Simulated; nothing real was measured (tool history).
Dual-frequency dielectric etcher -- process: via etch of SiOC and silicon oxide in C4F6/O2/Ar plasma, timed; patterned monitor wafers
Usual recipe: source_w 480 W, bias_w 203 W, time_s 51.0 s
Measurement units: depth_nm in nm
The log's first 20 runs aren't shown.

run,hour,source_w,bias_w,time_s,wafers since the last listed run,hours since the last wet clean,hours since the last source power generator calibration,hours since the last bias power generator calibration,hours since the last upper electrode change,hours since the gauge calibration,"read-back reference wafer on the same gauge, depth_nm",depth_nm
21,915.4,480,235,51.0,898,291.1,394.4,213.4,468.3,600.9,68.3,64.2
# hour 973.8: wet clean of the chamber
22,974.3,480,203,51.0,579,0.5,453.3,272.3,527.2,659.8,68.3,61.7
23,1012.2,480,158,51.0,629,38.4,491.2,310.2,565.1,697.7,68.3,57.5
24,1054.7,480,203,58.0,705,80.9,533.7,352.7,607.6,740.2,68.3,70.2
25,1091.6,480,181,51.0,612,117.8,570.6,389.6,644.5,777.1,68.3,59.7
26,1160.1,480,183,59.5,1137,186.3,639.1,458.1,713.0,845.6,68.3,69.7
27,1196.9,480,169,57.0,611,223.1,675.9,494.9,749.8,882.4,68.4,65.4
# hour 1220.2: gauge calibrated
28,1222.8,400,203,51.0,430,249.0,701.8,520.8,775.7,2.6,68.3,58.1
29,1266.3,380,228,42.5,722,292.5,745.3,564.3,819.2,46.1,68.3,49.3
30,1291.2,550,232,58.0,413,317.4,770.2,589.2,844.1,71.0,68.3,76.5

Forecast each of these 4 alternatives for the next run:
A,1291.6,480,203,51.0,6,317.8,770.6,589.6,844.5,71.4,?,?
B,1291.6,450,237,62.0,6,317.8,770.6,589.6,844.5,71.4,?,?
C,1291.6,480,182,57.0,6,317.8,770.6,589.6,844.5,71.4,?,?
D,1291.6,370,203,45.0,6,317.8,770.6,589.6,844.5,71.4,?,?

run,"read-back reference wafer on the same gauge, depth_nm",depth_nm
A,68.3,61.8
B,68.3,77.0
C,68.3,66.9
D,68.3,50.0
Had the tool no hidden state, the same runs would have come out as:
run,depth_nm
A,61.5
B,76.6
C,66.6
D,49.8
